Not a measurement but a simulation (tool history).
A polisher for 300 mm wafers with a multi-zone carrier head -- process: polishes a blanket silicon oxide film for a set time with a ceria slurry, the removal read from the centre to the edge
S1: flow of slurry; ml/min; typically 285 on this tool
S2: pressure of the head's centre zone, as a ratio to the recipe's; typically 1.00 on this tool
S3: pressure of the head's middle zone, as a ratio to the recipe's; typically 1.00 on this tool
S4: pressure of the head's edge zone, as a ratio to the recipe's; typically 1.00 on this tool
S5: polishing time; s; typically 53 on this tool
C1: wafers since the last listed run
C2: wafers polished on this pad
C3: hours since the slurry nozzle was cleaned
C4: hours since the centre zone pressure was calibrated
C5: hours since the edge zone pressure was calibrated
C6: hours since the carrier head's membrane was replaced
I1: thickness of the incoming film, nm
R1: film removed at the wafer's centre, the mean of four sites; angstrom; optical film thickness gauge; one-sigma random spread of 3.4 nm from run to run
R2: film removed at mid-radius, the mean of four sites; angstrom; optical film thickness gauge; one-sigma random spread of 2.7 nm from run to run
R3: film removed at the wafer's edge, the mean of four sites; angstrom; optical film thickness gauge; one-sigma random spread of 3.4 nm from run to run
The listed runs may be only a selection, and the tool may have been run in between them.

| run | day | S1 | S2 | S3 | S4 | S5 | C1 | C2 | C3 | C4 | C5 | C6 | I1 | R1 | R2 | R3 |
|---|---|---|---|---|---|---|---|---|---|---|---|---|---|---|---|---|
| 1 | 0.000 | 285 | 1.00 | 1.00 | 1.00 | 53 | 0 | 3146 | 234.0 | 361.7 | 605.1 | 838.9 | 1527.8 | 2911 | 3016 | 2947 |
|  | 0.004 | carrier head's membrane replaced by a new one |
|  | 1.262 | worn pad replaced by a new one |
| 2 | 2.108 | 285 | 1.00 | 1.00 | 1.00 | 53 | 675 | 295 | 284.6 | 412.3 | 655.7 | 50.5 | 1535.7 | 3132 | 3250 | 3210 |
| 3 | 4.233 | 285 | 1.00 | 1.00 | 1.00 | 53 | 742 | 1037 | 335.6 | 463.3 | 706.7 | 101.5 | 1531.7 | 3090 | 3084 | 3071 |
| 4 | 6.438 | 215 | 1.00 | 1.00 | 1.00 | 53 | 769 | 1807 | 388.5 | 516.2 | 759.6 | 154.4 | 1515.4 | 2841 | 2927 | 2938 |
| 5 | 8.888 | 215 | 1.00 | 1.00 | 1.00 | 53 | 855 | 2662 | 447.3 | 575.0 | 818.4 | 213.2 | 1547.9 | 2840 | 2887 | 2916 |
| 6 | 10.550 | 215 | 1.00 | 1.00 | 1.00 | 53 | 580 | 3243 | 487.2 | 614.9 | 858.3 | 253.1 | 1538.2 | 2827 | 2879 | 2878 |
| 7 | 11.592 | 285 | 1.00 | 1.00 | 1.00 | 53 | 363 | 3607 | 512.2 | 639.9 | 883.3 | 278.1 | 1563.1 | 2852 | 2943 | 2873 |
|  | 12.029 | slurry nozzle cleaned |
|  | 12.129 | worn pad replaced by a new one |
| 8 | 13.517 | 285 | 1.00 | 1.00 | 1.00 | 53 | 622 | 485 | 35.7 | 686.1 | 929.5 | 324.3 | 1526.5 | 3137 | 3160 | 3129 |
| 9 | 15.208 | 285 | 1.00 | 1.00 | 1.00 | 49 | 590 | 1075 | 76.3 | 726.7 | 970.1 | 364.9 | 1535.8 | 2808 | 2849 | 2760 |
| 10 | 17.788 | 285 | 1.00 | 1.00 | 1.00 | 49 | 900 | 1976 | 138.2 | 788.6 | 1032.0 | 426.8 | 1559.6 | 2750 | 2800 | 2769 |
| 11 | 20.508 | 285 | 1.00 | 1.00 | 1.00 | 53 | 950 | 2926 | 203.5 | 853.9 | 1097.3 | 492.1 | 1541.1 | 2938 | 2993 | 2959 |
|  | 21.117 | worn pad replaced by a new one |
| 12 | 22.858 | 285 | 1.00 | 1.00 | 1.00 | 53 | 762 | 608 | 259.9 | 910.3 | 1153.7 | 548.5 | 1515.3 | 3055 | 3106 | 3039 |
| 13 | 23.862 | 285 | 1.00 | 1.00 | 1.00 | 53 | 350 | 959 | 284.0 | 934.4 | 1177.8 | 572.6 | 1530.7 | 2934 | 3020 | 2963 |
| 14 | 26.812 | 325 | 1.00 | 1.00 | 1.00 | 53 | 1030 | 1989 | 354.8 | 1005.2 | 1248.6 | 643.4 | 1533.0 | 2913 | 2906 | 2914 |
|  | 27.867 | centre zone pressure recalibrated |
| 15 | 28.000 | 285 | 0.89 | 1.06 | 0.91 | 42 | 385 | 2375 | 383.3 | 3.2 | 1277.1 | 671.9 | 1534.5 | 2007 | 2383 | 2147 |
| 16 | 29.488 | 285 | 1.00 | 1.00 | 1.07 | 46 | 519 | 2894 | 419.0 | 38.9 | 1312.8 | 707.6 | 1546.1 | 2420 | 2499 | 2570 |
|  | 31.008 | worn pad replaced by a new one |
| 17 | 31.683 | 380 | 1.05 | 1.04 | 1.00 | 47 | 708 | 235 | 471.7 | 91.6 | 1365.5 | 760.3 | 1558.5 | 2988 | 2941 | 2842 |
|  | 31.896 | edge zone pressure recalibrated |
|  | 33.688 | slurry nozzle cleaned |
| 18 | 34.608 | 285 | 1.00 | 1.00 | 1.00 | 53 | 977 | 1213 | 22.1 | 161.8 | 65.1 | 830.5 | 1541.7 | 3032 | 3086 | 3047 |
|  | 35.338 | carrier head's membrane replaced by a new one |
| 19 | 37.038 | 285 | 1.00 | 1.00 | 1.09 | 53 | 775 | 1989 | 80.4 | 220.1 | 123.4 | 40.8 | 1523.3 | 2992 | 3059 | 3116 |
| 20 | 39.883 | 285 | 1.00 | 1.00 | 1.00 | 71 | 993 | 2983 | 148.7 | 288.4 | 191.7 | 109.1 | 1556.8 | 3852 | 3961 | 4002 |
| 21 | 40.912 | 285 | 1.00 | 1.08 | 0.91 | 35 | 359 | 3342 | 173.4 | 313.1 | 216.4 | 133.8 | 1552.6 | 1953 | 2101 | 1832 |
|  | 41.642 | worn pad replaced by a new one |
| 22 | 42.850 | 285 | 1.00 | 1.00 | 1.12 | 70 | 618 | 422 | 219.9 | 359.6 | 262.9 | 180.3 | 1531.2 | 4126 | 4172 | 4375 |
| 23 | 47.571 | 210 | 1.00 | 0.93 | 1.00 | 53 | 1648 | 2071 | 333.2 | 472.9 | 376.2 | 293.6 | 1550.0 | 2852 | 2738 | 2943 |

Branching from run 23: 3 alternative next runs. What would each branch give?
| A | 47.588 | 285 | 1.00 | 1.00 | 0.95 | 53 | 5 | 2076 | 333.6 | 473.3 | 376.6 | 294.0 | 1557.7 | ? | ? | ? |
| B | 47.588 | 360 | 0.92 | 1.00 | 1.07 | 53 | 5 | 2076 | 333.6 | 473.3 | 376.6 | 294.0 | 1557.7 | ? | ? | ? |
| C | 47.588 | 385 | 1.00 | 1.00 | 1.00 | 46 | 5 | 2076 | 333.6 | 473.3 | 376.6 | 294.0 | 1557.7 | ? | ? | ? |

| run | R1 | R2 | R3 |
|---|---|---|---|
| A | 2956 | 2991 | 2890 |
| B | 2778 | 3051 | 3107 |
| C | 2637 | 2661 | 2619 |
With no hidden state in the tool, these same runs would have given:
| run | R1 | R2 | R3 |
|---|---|---|---|
| A | 3335 | 3365 | 3233 |
| B | 3121 | 3420 | 3466 |
| C | 2960 | 2980 | 2920 |
